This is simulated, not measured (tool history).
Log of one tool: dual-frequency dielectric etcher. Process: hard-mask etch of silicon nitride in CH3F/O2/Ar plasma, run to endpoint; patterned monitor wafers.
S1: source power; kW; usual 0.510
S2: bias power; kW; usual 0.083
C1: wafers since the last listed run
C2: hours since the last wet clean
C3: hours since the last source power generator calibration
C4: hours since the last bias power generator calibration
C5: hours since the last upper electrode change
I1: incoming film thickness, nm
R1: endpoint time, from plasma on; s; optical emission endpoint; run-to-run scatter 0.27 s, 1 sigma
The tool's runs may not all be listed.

run 1 day=0.000 | S1=0.510 S2=0.083 | C1=0 C2=557.9 C3=3333.4 C4=2692.8 C5=2423.0 | I1=44.71 | R1=63.3
run 2 day=2.504 | S1=0.510 S2=0.083 | C1=890 C2=618.0 C3=3393.5 C4=2752.9 C5=2483.1 | I1=45.07 | R1=64.3
-- day=3.842 wet clean of the chamber
run 3 day=4.767 | S1=0.510 S2=0.083 | C1=448 C2=22.2 C3=3447.8 C4=2807.2 C5=2537.4 | I1=45.09 | R1=61.9
run 4 day=7.625 | S1=0.510 S2=0.083 | C1=1016 C2=90.8 C3=3516.4 C4=2875.8 C5=2606.0 | I1=44.87 | R1=61.6
run 5 day=10.992 | S1=0.510 S2=0.083 | C1=1196 C2=171.6 C3=3597.2 C4=2956.6 C5=2686.8 | I1=44.68 | R1=61.7
run 6 day=13.304 | S1=0.600 S2=0.083 | C1=821 C2=227.1 C3=3652.7 C4=3012.1 C5=2742.3 | I1=45.17 | R1=58.7
-- day=15.492 bias power generator calibrated
run 7 day=17.725 | S1=0.600 S2=0.083 | C1=1512 C2=333.2 C3=3758.8 C4=53.6 C5=2848.4 | I1=45.01 | R1=58.9
-- day=18.708 source power generator calibrated
run 8 day=19.496 | S1=0.570 S2=0.092 | C1=570 C2=375.7 C3=18.9 C4=96.1 C5=2890.9 | I1=44.70 | R1=57.6
-- day=20.800 upper electrode replaced
run 9 day=23.850 | S1=0.570 S2=0.092 | C1=1192 C2=480.2 C3=123.4 C4=200.6 C5=73.2 | I1=45.22 | R1=58.8
run 10 day=27.421 | S1=0.570 S2=0.083 | C1=1269 C2=565.9 C3=209.1 C4=286.3 C5=158.9 | I1=44.67 | R1=60.8
-- day=32.562 wet clean of the chamber
run 11 day=32.583 | S1=0.390 S2=0.097 | C1=1479 C2=0.5 C3=333.0 C4=410.2 C5=282.8 | I1=44.90 | R1=64.8
run 12 day=35.650 | S1=0.400 S2=0.077 | C1=1090 C2=74.1 C3=406.6 C4=483.8 C5=356.4 | I1=45.25 | R1=71.1
run 13 day=38.858 | S1=0.510 S2=0.068 | C1=1140 C2=151.1 C3=483.6 C4=560.8 C5=433.4 | I1=45.13 | R1=67.5
run 14 day=41.412 | S1=0.390 S2=0.074 | C1=907 C2=212.4 C3=544.9 C4=622.1 C5=494.7 | I1=45.21 | R1=73.9

5 ways to go on from here, each from the tool as it stands after run 14. What would each give?
run A day=41.429 | S1=0.510 S2=0.083 | C1=5 C2=212.8 C3=545.3 C4=622.5 C5=495.1 | I1=44.99 | R1=?
run B day=41.429 | S1=0.580 S2=0.096 | C1=5 C2=212.8 C3=545.3 C4=622.5 C5=495.1 | I1=44.99 | R1=?
run C day=41.429 | S1=0.510 S2=0.099 | C1=5 C2=212.8 C3=545.3 C4=622.5 C5=495.1 | I1=44.99 | R1=?
run D day=41.429 | S1=0.470 S2=0.100 | C1=5 C2=212.8 C3=545.3 C4=622.5 C5=495.1 | I1=44.99 | R1=?
run E day=41.429 | S1=0.420 S2=0.083 | C1=5 C2=212.8 C3=545.3 C4=622.5 C5=495.1 | I1=44.99 | R1=?

run=A R1=62.4
run=B R1=55.8
run=C R1=58.1
run=D R1=59.8
run=E R1=67.7
Take away the tool's hidden state, keep each run's random variation, and the runs would have read:
run=A R1=62.0
run=B R1=55.4
run=C R1=57.7
run=D R1=59.4
run=E R1=67.3

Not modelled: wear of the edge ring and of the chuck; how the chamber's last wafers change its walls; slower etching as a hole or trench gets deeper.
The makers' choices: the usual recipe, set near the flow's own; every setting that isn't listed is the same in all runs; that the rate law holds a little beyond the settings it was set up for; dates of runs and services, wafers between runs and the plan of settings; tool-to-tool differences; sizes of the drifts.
